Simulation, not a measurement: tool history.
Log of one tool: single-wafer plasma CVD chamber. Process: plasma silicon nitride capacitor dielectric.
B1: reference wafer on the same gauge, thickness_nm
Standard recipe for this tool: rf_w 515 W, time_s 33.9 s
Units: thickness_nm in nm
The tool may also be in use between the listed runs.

Run 1, hour 0: usual settings; B1 48.614. Result: thickness_nm 49.282 nm.
Run 2, hour 17.8: usual settings; B1 48.601. Result: thickness_nm 49.293 nm.
Run 3, hour 35.3: usual settings but time_s 31.7 s; B1 48.602. Result: thickness_nm 45.993 nm.
Run 4, hour 50.1: usual settings; B1 48.616. Result: thickness_nm 49.47 nm.
Run 5, hour 56.6: usual settings but time_s 29.4 s; B1 48.629. Result: thickness_nm 42.765 nm.
Run 6, hour 66.5: usual settings but time_s 29.4 s; B1 48.59. Result: thickness_nm 42.716 nm.
Run 7, hour 89.4: usual settings but time_s 29.4 s; B1 48.606. Result: thickness_nm 42.791 nm.
Run 8, hour 129.5: usual settings but rf_w 595 W; B1 48.598. Result: thickness_nm 51.511 nm.
Run 9, hour 142: usual settings but rf_w 595 W; B1 48.59. Result: thickness_nm 51.447 nm.
Run 10, hour 148.4: usual settings but time_s 30.6 s; B1 48.589. Result: thickness_nm 44.538 nm.
Run 11, hour 162.7: usual settings but time_s 30.6 s; B1 48.634. Result: thickness_nm 44.465 nm.
Run 12, hour 179.7: usual settings but time_s 30.6 s; B1 48.601. Result: thickness_nm 44.394 nm.
Run 13, hour 187.1: usual settings; B1 48.62. Result: thickness_nm 49.304 nm.
Run 14, hour 195.8: usual settings; B1 48.606. Result: thickness_nm 49.26 nm.
Run 15, hour 202.1: usual settings; B1 48.613. Result: thickness_nm 49.225 nm.
Run 16, hour 214: usual settings but rf_w 575 W, time_s 32.2 s; B1 48.582. Result: thickness_nm 48.362 nm.
Run 17, hour 220.3: usual settings but rf_w 545 W; B1 48.596. Result: thickness_nm 50.113 nm.
Run 18, hour 235: usual settings but rf_w 545 W; B1 48.615. Result: thickness_nm 50.077 nm.
Run 19, hour 243.7: usual settings but rf_w 545 W; B1 48.583. Result: thickness_nm 50.209 nm.
At hour 268.8: RF generator calibrated.
Run 20, hour 269.3: usual settings; B1 48.563. Result: thickness_nm 50.659 nm.
Run 21, hour 269.6: usual settings; B1 48.611. Result: thickness_nm 50.451 nm.
At hour 275.9: gauge calibrated.
Run 22, hour 280.4: usual settings; B1 48.594. Result: thickness_nm 50.589 nm.
Run 23, hour 289.1: usual settings but rf_w 545 W, time_s 37.9 s; B1 48.585. Result: thickness_nm 57.464 nm.
At hour 300.9: showerhead replaced.
Run 24, hour 331.8: usual settings; B1 48.615. Result: thickness_nm 50.442 nm.
Run 25, hour 347.6: usual settings but rf_w 615 W, time_s 31.5 s; B1 48.574. Result: thickness_nm 49.43 nm.
Run 26, hour 363.2: usual settings but rf_w 415 W, time_s 28.9 s; B1 48.582. Result: thickness_nm 40.14 nm.
Run 27, hour 374.7: usual settings but rf_w 480 W, time_s 36.8 s; B1 48.591. Result: thickness_nm 53.602 nm.
Run 28, hour 383.7: usual settings but rf_w 605 W, time_s 30.2 s; B1 48.604. Result: thickness_nm 47.065 nm.
Run 29, hour 398.6: usual settings; B1 48.552. Result: thickness_nm 50.42 nm.
Run 30, hour 406.9: usual settings; B1 48.588. Result: thickness_nm 50.201 nm.
Run 31, hour 414.7: usual settings but rf_w 470 W, time_s 39 s; B1 48.612. Result: thickness_nm 56.142 nm.
Run 32, hour 424.5: usual settings; B1 48.598. Result: thickness_nm 50.181 nm.
Run 33, hour 433.9: usual settings but rf_w 560 W, time_s 38.9 s; B1 48.576. Result: thickness_nm 59.077 nm.
Run 34, hour 442.5: usual settings but rf_w 435 W, time_s 30.7 s; B1 48.585. Result: thickness_nm 43.258 nm.
Run 35, hour 448.6: usual settings but rf_w 555 W, time_s 30.4 s; B1 48.625. Result: thickness_nm 46.076 nm.
Run 36, hour 455.5: usual settings but rf_w 460 W, time_s 29.7 s; B1 48.601. Result: thickness_nm 42.485 nm.
Run 37, hour 500.4: usual settings but rf_w 440 W; B1 48.608. Result: thickness_nm 47.707 nm.
Run 38, hour 508.2: usual settings; B1 48.589. Result: thickness_nm 50.169 nm.
Run 39, hour 524: usual settings; B1 48.565. Result: thickness_nm 50.279 nm.
Run 40, hour 536.4: usual settings but time_s 40.6 s; B1 48.586. Result: thickness_nm 60.006 nm.
Run 41, hour 545.3: usual settings but rf_w 435 W, time_s 31.4 s; B1 48.627. Result: thickness_nm 44.021 nm.
Run 42, hour 551.7: usual settings but rf_w 470 W, time_s 40.6 s; B1 48.6. Result: thickness_nm 58.346 nm.

4 options for the next run, each taken on its own from the tool as it stands now. Forecast them:
Run A, hour 552.1: usual settings but time_s 31.6 s; B1 ?. Result: thickness_nm ?.
Run B, hour 552.1: usual settings but rf_w 615 W, time_s 28 s; B1 ?. Result: thickness_nm ?.
Run C, hour 552.1: usual settings but rf_w 550 W, time_s 38.1 s; B1 ?. Result: thickness_nm ?.
Run D, hour 552.1: usual settings but rf_w 480 W, time_s 40.3 s; B1 ?. Result: thickness_nm ?.

run      B1  thickness_nm
  A  48.583         46.78
  B  48.583        43.789
  C  48.583        57.563
  D  48.583         58.37
Had the tool no hidden state, the same runs would have come out as:
run  thickness_nm
  A        47.258
  B        44.236
  C        58.151
  D        58.966
